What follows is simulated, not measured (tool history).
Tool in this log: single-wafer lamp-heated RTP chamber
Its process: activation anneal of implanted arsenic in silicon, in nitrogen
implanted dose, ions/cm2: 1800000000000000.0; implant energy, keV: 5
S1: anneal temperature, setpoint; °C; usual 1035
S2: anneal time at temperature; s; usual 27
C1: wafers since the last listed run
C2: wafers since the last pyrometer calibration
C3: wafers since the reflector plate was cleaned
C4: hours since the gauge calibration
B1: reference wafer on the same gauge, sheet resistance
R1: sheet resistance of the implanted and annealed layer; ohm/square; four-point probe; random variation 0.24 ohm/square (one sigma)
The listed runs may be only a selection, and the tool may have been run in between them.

run   hour    S1  S2   C1    C2    C3     C4     B1      R1
  1      0  1035  27    0  3185   100   29.4  83.73   97.09
  2   12.2  1035  27  202  3388   302   41.6  83.69   97.02
  3   37.2  1035  27  414  3802   717   66.6  83.73   96.65
  4   86.9  1035  27  824  4627  1541  116.3  83.72   96.96
  5   93.5  1035  27  109  4736  1651  122.9  83.66   96.97
  6   99.7  1035  27  102  4839  1753  129.1  83.73    96.8
  7  114.4  1035  27  243  5083  1997  143.8  83.69    96.9
  8  131.4  1035  38  281  5365  2279  160.8  83.66   88.29
  9    147  1035  38  258  5623  2538  176.4  83.68   88.67
 10  155.7  1021  27  144  5768  2682  185.1  83.73  108.45
 11  169.7  1021  27  232  6000  2914  199.1  83.74  108.17
 12  198.9  1035  27  484  6484  3398  228.3  83.65   96.91
 13  210.6  1035  17  194  6678  3592    240   83.7  111.62
 14  220.3  1035  17  160  6839  3753  249.7  83.69  111.46
 15  232.7  1019  27  205  7044  3959  262.1  83.71  109.92
 16  249.5  1019  27  278  7323  4238  278.9  83.67  110.35
 17  267.5  1035  27  298  7622  4536  296.9  83.67   97.09
 18  283.4  1035  27  263  7885  4800  312.8  83.76   97.33
     303.7  -- reflector plate cleaned
 19  304.2  1053  27  212  8098     7  333.6  83.74   85.63
 20  304.6  1027  18    6  8104    14    334  83.67  116.85
     314.4  -- pyrometer window cleaned and pyrometer calibrated
 21  314.9  1022  27   38     8    52  344.3  83.66  107.42
 22  329.6  1045  21  243   252   296    359  83.73   96.84
 23  338.4  1035  27  145   398   442  367.8  83.75   97.29
 24  350.3  1009  17  197   596   639  379.7  83.69  138.33
 25  368.1  1009  13  295   891   934  397.5  83.75  149.63
 26  374.9  1052  31  112  1003  1047  404.3  83.69   83.54
     382.7  -- gauge calibrated
 27    391  1019  27  266  1270  1314    8.3  83.72  110.16
 28  403.1  1026  12  200  1471  1515   20.4  83.71  133.33
 29  418.6  1035  27  257  1728  1772   35.9  83.71   97.23
 30  426.7  1047  41  134  1863  1906     44  83.68   80.42
 31  442.7  1007  27  265  2128  2171     60  83.73  122.54
 32  455.2  1019  17  207  2335  2379   72.5  83.71  127.27
 33  468.5  1035  27  220  2556  2599   85.8  83.73   96.57
 34  485.5  1064  27  281  2838  2881  102.8  83.68   80.74
 35  493.7  1009  27  135  2974  3017    111  83.71  120.08
 36  507.7  1035  34  232  3206  3249    125  83.71   91.09

The tool's hidden state at each run:
true wafer temperature minus pyrometer reading, K: 0 on each run
wafer temperature error from the tarnished reflector plate, K: 0 on each run
gauge reads high (%): 0 on each run

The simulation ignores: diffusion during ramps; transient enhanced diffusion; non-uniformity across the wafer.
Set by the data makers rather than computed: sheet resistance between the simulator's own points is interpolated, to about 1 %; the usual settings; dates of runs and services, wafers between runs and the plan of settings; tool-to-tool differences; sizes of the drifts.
